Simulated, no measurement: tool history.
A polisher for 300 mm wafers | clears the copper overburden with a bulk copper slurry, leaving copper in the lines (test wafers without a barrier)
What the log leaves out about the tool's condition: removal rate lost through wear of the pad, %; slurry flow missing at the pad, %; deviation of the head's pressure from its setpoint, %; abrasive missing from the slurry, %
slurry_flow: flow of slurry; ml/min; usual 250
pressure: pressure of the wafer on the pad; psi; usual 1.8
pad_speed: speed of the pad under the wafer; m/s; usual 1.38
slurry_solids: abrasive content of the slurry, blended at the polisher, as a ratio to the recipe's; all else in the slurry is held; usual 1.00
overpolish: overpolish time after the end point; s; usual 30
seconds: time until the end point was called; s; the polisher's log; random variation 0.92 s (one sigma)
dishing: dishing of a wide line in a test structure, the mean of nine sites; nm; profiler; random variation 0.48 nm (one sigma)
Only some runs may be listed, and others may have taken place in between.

run   hour  slurry_flow  pressure  pad_speed  slurry_solids  overpolish  wafers since the last listed run  wafers polished on this pad  hours since the slurry nozzle was cleaned  hours since the head pressure was calibrated  hours since the slurry blender was calibrated  incoming thickness of the incoming film, nm  seconds  dishing
  1    0.0          250       2.0       1.08           1.00          30                                 0                           74                                      381.4                                         173.7                                           12.5                                        788.6     92.2     42.3
  2   15.1          250       2.0       1.08           1.00          30                                77                          151                                      396.5                                         188.8                                           27.6                                        789.4     93.0     41.4
  3   29.9          250       1.8       1.38           1.00          30                                75                          227                                      411.3                                         203.6                                           42.4                                        795.0     79.1     41.8
  4   37.6          250       1.8       1.38           1.00          30                                39                          266                                      419.0                                         211.3                                           50.1                                        779.5     78.8     41.5
  5   48.0          250       1.8       1.38           1.00          30                                53                          319                                      429.4                                         221.7                                           60.5                                        783.2     79.0     42.1
  6   94.4          250       1.8       1.38           1.00          30                               236                          556                                      475.8                                         268.1                                          106.9                                        798.1     80.3     42.0
  7  106.6          250       1.8       1.38           1.00          30                                62                          619                                      488.0                                         280.3                                          119.1                                        795.1     78.9     41.5
     114.5  -- worn pad replaced by a new one
  8  123.0          250       1.8       1.38           1.00          30                                63                           43                                      504.4                                         296.7                                          135.5                                        795.3     80.0     42.3
  9  138.5          250       1.8       1.38           1.00          30                                79                          122                                      519.9                                         312.2                                          151.0                                        805.4     79.7     41.0
 10  148.0          250       1.8       1.38           1.00          30                                48                          171                                      529.4                                         321.7                                          160.5                                        805.4     80.7     42.5
     158.2  -- slurry blender recalibrated
     186.2  -- head pressure recalibrated
 11  186.7          250       1.8       1.38           1.00          30                               177                          348                                      568.1                                           0.5                                           28.5                                        796.3     79.0     41.5
 12  195.5          250       1.8       1.38           1.00          30                                44                          393                                      576.9                                           9.3                                           37.3                                        798.3     80.8     40.9
 13  202.7          250       1.8       1.38           1.00          30                                36                          430                                      584.1                                          16.5                                           44.5                                        791.4     80.4     42.0
 14  216.9          250       2.0       1.08           1.00          30                                72                          502                                      598.3                                          30.7                                           58.7                                        805.3     95.2     41.9
 15  227.9          250       2.0       1.38           1.00          21                                56                          558                                      609.3                                          41.7                                           69.7                                        807.8     74.5     41.4
     233.1  -- slurry nozzle cleaned
     235.7  -- worn pad replaced by a new one
 16  238.4          285       1.8       1.66           0.80          30                                35                           14                                        5.3                                          52.2                                           80.2                                        793.1     69.9     41.5
 17  249.1          250       2.1       1.38           1.25          30                                54                           68                                       16.0                                          62.9                                           90.9                                        796.3     66.3     43.3
 18  260.4          250       1.8       1.38           1.00          21                                57                          126                                       27.3                                          74.2                                          102.2                                        789.0     79.8     40.9
 19  274.4          250       1.8       1.08           1.00          12                                71                          197                                       41.3                                          88.2                                          116.2                                        789.8    103.4     34.2
 20  291.3          280       1.2       0.94           1.15          30                                86                          284                                       58.2                                         105.1                                          133.1                                        785.1    144.2     37.7
 21  301.5          250       1.8       1.12           1.00          30                                52                          336                                       68.4                                         115.3                                          143.3                                        790.2     98.0     41.2
 22  313.2          250       1.5       1.16           1.00          30                                59                          395                                       80.1                                         127.0                                          155.0                                        785.1    105.9     39.4
 23  329.3          250       1.8       1.38           1.00          30                                82                          478                                       96.2                                         143.1                                          171.1                                        794.2     79.5     41.3
     333.7  -- slurry blender recalibrated
 24  336.6          250       1.8       1.12           1.00          30                                27                          505                                      103.5                                         150.4                                            2.9                                        806.5     98.9     42.6

Branching from run 24: 3 alternative next runs. What would each branch give?
  A  337.1          250       1.8       1.38           1.00          46                                 2                          507                                      104.0                                         150.9                                            3.4                                        792.7        ?        ?
  B  337.1          250       2.1       1.38           1.00          38                                 2                          507                                      104.0                                         150.9                                            3.4                                        792.7        ?        ?
  C  337.1          250       1.8       1.38           1.30          30                                 2                          507                                      104.0                                         150.9                                            3.4                                        792.7        ?        ?

run  seconds  dishing
  A     80.5     41.9
  B     71.6     43.1
  C     74.1     41.8
Had the tool no hidden state, the same runs would have come out as:
run  seconds  dishing
  A     80.5     41.9
  B     71.6     43.1
  C     74.1     41.8
